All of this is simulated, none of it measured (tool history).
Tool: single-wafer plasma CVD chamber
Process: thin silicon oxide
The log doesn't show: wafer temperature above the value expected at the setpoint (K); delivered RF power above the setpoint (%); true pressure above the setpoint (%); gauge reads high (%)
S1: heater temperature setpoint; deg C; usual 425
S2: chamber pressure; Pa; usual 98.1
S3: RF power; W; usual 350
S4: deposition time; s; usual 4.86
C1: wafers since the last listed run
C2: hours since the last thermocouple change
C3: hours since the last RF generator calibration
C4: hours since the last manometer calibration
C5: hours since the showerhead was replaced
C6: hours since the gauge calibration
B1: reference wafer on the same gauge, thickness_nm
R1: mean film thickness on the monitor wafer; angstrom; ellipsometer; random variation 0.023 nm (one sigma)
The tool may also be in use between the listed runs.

run   hour   S1     S2   S3    S4    C1      C2      C3      C4      C5     C6     B1      R1
  1      0  434   98.1  350  4.86     0  1795.2  1279.3  1057.7  7007.6  169.9  8.148    82.8
  2     15  425   79.9  350  5.38   440  1810.2  1294.3  1072.7  7022.6  184.9  8.134   80.59
      37.5  -- capacitance manometer re-zeroed and calibrated
  3   58.7  425   79.9  350  5.38  1048  1853.9    1338    21.2  7066.3  228.6   8.14   84.34
  4   69.7  425   79.9  350  5.38   323  1864.9    1349    32.2  7077.3  239.6  8.139   83.85
  5   76.1  425   98.1  350  4.86   187  1871.3  1355.4    38.6  7083.7    246  8.133   86.28
  6   91.4  425   98.1  350  4.86   449  1886.6  1370.7    53.9    7099  261.3  8.141   86.56
  7  100.6  425   98.1  350  4.86   270  1895.8  1379.9    63.1  7108.2  270.5  8.139   86.35
  8  108.5  425   98.1  350  4.86   232  1903.7  1387.8      71  7116.1  278.4  8.137   86.34
     118.2  -- RF generator calibrated
  9  118.7  425   98.1  350  4.86    64  1913.9     0.5    81.2  7126.3  288.6  8.144   88.91
     135.1  -- thermocouple changed; heater temperature recalibrated
 10  135.6  425   98.1  350  4.86   261     0.5    17.4    98.1  7143.2  305.5  8.145   88.28
 11  161.2  417  118.1  370  4.24   751    26.1      43   123.7  7168.8  331.1  8.138   88.57
 12  167.6  425   73.9  370  4.86   187    32.5    49.4   130.1  7175.2  337.5  8.148   75.24
 13  179.6  414   98.1  350  4.86   352    44.5    61.4   142.1  7187.2  349.5  8.132   88.87
     193.5  -- gauge calibrated
 14  195.4  425   98.1  350  4.86   464    60.3    77.2   157.9    7203    1.9  8.144   87.91
     206.3  -- showerhead replaced
 15  209.2  425   84.5  350  4.24   170    74.1      91   171.7     2.9   15.7  8.125   69.43
 16  221.7  438   74.4  325  4.27   367    86.6   103.5   184.2    15.4   28.2  8.142   62.31
 17    233  425  114.5  350  4.86   331    97.9   114.8   195.5    26.7   39.5  8.139   96.53
 18  246.8  425   98.1  350  4.86   405   111.7   128.6   209.3    40.5   53.3  8.139   87.33
 19  253.2  425   98.1  350  4.86   187   118.1     135   215.7    46.9   59.7   8.14   87.46
 20  263.5  425   98.1  330  4.47   302   128.4   145.3     226    57.2     70  8.131   78.78
 21  271.8  417   79.2  315  4.45   243   136.7   153.6   234.3    65.5   78.3  8.134   67.08
 22  288.8  425   98.1  350  4.01   499   153.7   170.6   251.3    82.5   95.3  8.132   71.62
 23  299.7  425   98.1  350  4.86   320   164.6   181.5   262.2    93.4  106.2  8.139   86.74
 24  314.3  436   98.1  350  4.86   428   179.2   196.1   276.8     108  120.8  8.143   86.41
 25  329.4  425  114.7  325  4.86   443   194.3   211.2   291.9   123.1  135.9  8.131   93.39
 26  342.5  433  116.3  325  5.21   384   207.4   224.3     305   136.2    149  8.138  100.11
 27  357.2  425   98.1  350  4.86   431   222.1     239   319.7   150.9  163.7  8.147   86.14
 28  372.5  425   98.1  350  4.86   449   237.4   254.3     335   166.2    179  8.155   86.72
 29  378.7  431   83.3  370   5.8   182   243.6   260.5   341.2   172.4  185.2  8.138   94.27
 30  396.3  425     84  350  4.86   516   261.2   278.1   358.8     190  202.8  8.145   77.66

Forecast each of these 3 alternatives for the next run:
  A  396.7  425   98.1  310  4.86  11  261.6  278.5  359.2  190.4  203.2   ?   ?
  B  396.7  412   98.1  350  4.86  11  261.6  278.5  359.2  190.4  203.2   ?   ?
  C  396.7  437  112.5  395  5.61  11  261.6  278.5  359.2  190.4  203.2   ?   ?

run     B1      R1
  A  8.139   82.61
  B  8.139   86.93
  C  8.139  112.42
Without the tool's hidden state the same runs would have given:
run      R1
  A   86.36
  B   90.85
  C  117.06
